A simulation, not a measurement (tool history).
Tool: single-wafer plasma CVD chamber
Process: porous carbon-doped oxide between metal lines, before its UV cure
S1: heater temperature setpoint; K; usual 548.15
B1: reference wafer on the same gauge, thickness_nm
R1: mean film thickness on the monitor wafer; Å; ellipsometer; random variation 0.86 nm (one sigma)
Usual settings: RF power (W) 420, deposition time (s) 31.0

run 1 day=0.000 | S1=548.15 RF_power_(W)=420 deposition_time_(s)=31.0 | B1=194.942 | R1=1773.86
-- day=8.492 RF generator calibrated
-- day=9.592 thermocouple changed; heater temperature recalibrated
run 2 day=11.696 | S1=548.15 RF_power_(W)=420 deposition_time_(s)=31.0 | B1=193.090 | R1=1764.71
run 3 day=14.746 | S1=548.15 RF_power_(W)=420 deposition_time_(s)=31.0 | B1=193.223 | R1=1761.59
run 4 day=16.417 | S1=548.15 RF_power_(W)=420 deposition_time_(s)=31.0 | B1=192.532 | R1=1762.26
run 5 day=20.392 | S1=548.15 RF_power_(W)=360 deposition_time_(s)=31.0 | B1=192.561 | R1=1564.19
run 6 day=22.767 | S1=548.15 RF_power_(W)=360 deposition_time_(s)=31.0 | B1=192.381 | R1=1558.56
run 7 day=24.583 | S1=548.15 RF_power_(W)=360 deposition_time_(s)=31.0 | B1=192.303 | R1=1572.21
-- day=33.212 gauge calibrated
run 8 day=36.054 | S1=548.15 RF_power_(W)=420 deposition_time_(s)=31.0 | B1=198.538 | R1=1806.96
run 9 day=40.117 | S1=548.15 RF_power_(W)=360 deposition_time_(s)=31.0 | B1=197.279 | R1=1584.85
run 10 day=42.958 | S1=533.15 RF_power_(W)=375 deposition_time_(s)=31.0 | B1=196.335 | R1=1790.97
-- day=44.642 showerhead replaced
run 11 day=45.492 | S1=554.15 RF_power_(W)=485 deposition_time_(s)=25.9 | B1=196.016 | R1=1600.77
-- day=46.438 RF generator calibrated
run 12 day=48.696 | S1=562.15 RF_power_(W)=455 deposition_time_(s)=36.3 | B1=195.324 | R1=2022.16
-- day=49.438 thermocouple changed; heater temperature recalibrated
run 13 day=52.288 | S1=559.15 RF_power_(W)=340 deposition_time_(s)=36.6 | B1=194.682 | R1=1676.20
run 14 day=55.208 | S1=559.15 RF_power_(W)=490 deposition_time_(s)=25.7 | B1=194.415 | R1=1540.13
run 15 day=57.892 | S1=548.15 RF_power_(W)=420 deposition_time_(s)=31.0 | B1=193.991 | R1=1763.93
run 16 day=59.900 | S1=548.15 RF_power_(W)=420 deposition_time_(s)=32.7 | B1=193.869 | R1=1850.36
run 17 day=63.921 | S1=548.15 RF_power_(W)=350 deposition_time_(s)=31.0 | B1=193.198 | R1=1530.66

Hidden state or all else? Some run-to-run changes of R1, split into what the settings, what came in and random variation would give without the hidden state, and what is left for the hidden state (with any gauge scatter that isn't in both results):
The hidden state here: wafer temperature above the value expected at the setpoint (K); delivered RF power above the setpoint (%); gauge reads high (%).
Run 7 -> 8: RF power (W) 360 -> 420, gauge calibrated. R1 +234.75 Å: hidden state +51.69, all else +183.06.
Run 11 -> 12: S1 554.15 -> 562.15, RF power (W) 485 -> 455, deposition time (s) 25.9 -> 36.3, RF generator calibrated. R1 +421.39 Å: hidden state -13.12, all else +434.51.
